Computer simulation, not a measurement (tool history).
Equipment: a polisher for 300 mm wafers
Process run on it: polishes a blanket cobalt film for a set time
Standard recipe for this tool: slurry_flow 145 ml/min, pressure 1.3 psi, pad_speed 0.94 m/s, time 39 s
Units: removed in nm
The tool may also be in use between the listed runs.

run   hour  slurry_flow  pressure  pad_speed  time  wafers since the last listed run  wafers polished on this pad  hours since the slurry nozzle was cleaned  hours since the head pressure was calibrated  incoming thickness of the incoming film, nm  removed
  1    0.0          110       1.3       0.94    39                                 0                         1709                                      539.1                                        1256.3                                       1035.5    103.7
  2   21.9          110       1.3       0.94    39                               317                         2026                                      561.0                                        1278.2                                       1010.4    103.1
      36.2  -- worn pad replaced by a new one
  3   44.9          145       1.3       0.94    39                               275                          126                                      584.0                                        1301.2                                       1023.3    108.8
  4   73.9          145       1.3       0.94    39                               419                          546                                      613.0                                        1330.2                                       1015.9    110.0
  5  104.7          145       1.3       1.00    39                               445                          992                                      643.8                                        1361.0                                       1020.4    114.0
  6  123.9          145       0.9       0.94    39                               278                         1270                                      663.0                                        1380.2                                       1009.0     75.6
  7  150.3          145       0.9       0.94    39                               382                         1652                                      689.4                                        1406.6                                       1026.8     74.5
  8  174.8          145       0.9       0.94    39                               354                         2007                                      713.9                                        1431.1                                       1008.6     73.0
     200.8  -- worn pad replaced by a new one
  9  206.2          145       1.6       0.94    39                               396                           78                                      745.3                                        1462.5                                       1003.4    131.0
 10  230.8          145       1.3       0.94    39                               356                          434                                      769.9                                        1487.1                                       1005.0    106.6
 11  265.5          145       1.3       0.94    39                               502                          936                                      804.6                                        1521.8                                       1009.7    105.3
 12  286.7          185       1.3       0.94    39                               306                         1243                                      825.8                                        1543.0                                       1021.7    110.9
     301.4  -- slurry nozzle cleaned
 13  320.5           95       1.3       0.94    39                               474                         1718                                       19.1                                        1576.8                                       1000.9    102.0
     332.8  -- worn pad replaced by a new one
     344.4  -- head pressure recalibrated
 14  344.9          145       1.5       0.94    25                               266                          145                                       43.5                                           0.5                                       1026.0     83.6
 15  439.5          175       1.3       1.18    35                              1369                         1515                                      138.1                                          95.1                                       1016.3    131.6
     463.5  -- worn pad replaced by a new one
 16  472.4          145       1.3       0.94    39                               418                          129                                      171.0                                         128.0                                       1019.7    113.3
 17  486.5          145       1.3       0.94    39                               204                          333                                      185.1                                         142.1                                       1015.3    113.1
 18  510.9          185       1.3       0.94    48                               353                          686                                      209.5                                         166.5                                        998.6    143.1
 19  530.6          175       1.3       0.94    39                               285                          972                                      229.2                                         186.2                                       1011.9    117.7
 20  559.8          145       1.3       0.94    39                               422                         1395                                      258.4                                         215.4                                       1019.2    111.3
 21  578.0          145       1.3       1.06    39                               263                         1658                                      276.6                                         233.6                                       1017.3    127.5
     589.7  -- worn pad replaced by a new one
 22  635.3          145       1.6       0.94    50                               771                          660                                      333.9                                         290.9                                       1036.9    177.6
 23  723.0          145       1.3       1.04    39                              1269                         1930                                      421.6                                         378.6                                       1030.9    122.8

Each row is a separate what-if for the run after 23, all from the same tool condition, not one after another. Results?
  A  723.4          145       1.3       0.94    50                                 5                         1936                                      422.0                                         379.0                                       1013.8        ?
  B  723.4          100       1.3       0.94    39                                 5                         1936                                      422.0                                         379.0                                       1013.8        ?
  C  723.4          145       1.3       1.16    39                                 5                         1936                                      422.0                                         379.0                                       1013.8        ?

run  removed
  A    142.5
  B    102.0
  C    137.2
With no hidden state in the tool, these same runs would have given:
run  removed
  A    145.0
  B    104.4
  C    139.5

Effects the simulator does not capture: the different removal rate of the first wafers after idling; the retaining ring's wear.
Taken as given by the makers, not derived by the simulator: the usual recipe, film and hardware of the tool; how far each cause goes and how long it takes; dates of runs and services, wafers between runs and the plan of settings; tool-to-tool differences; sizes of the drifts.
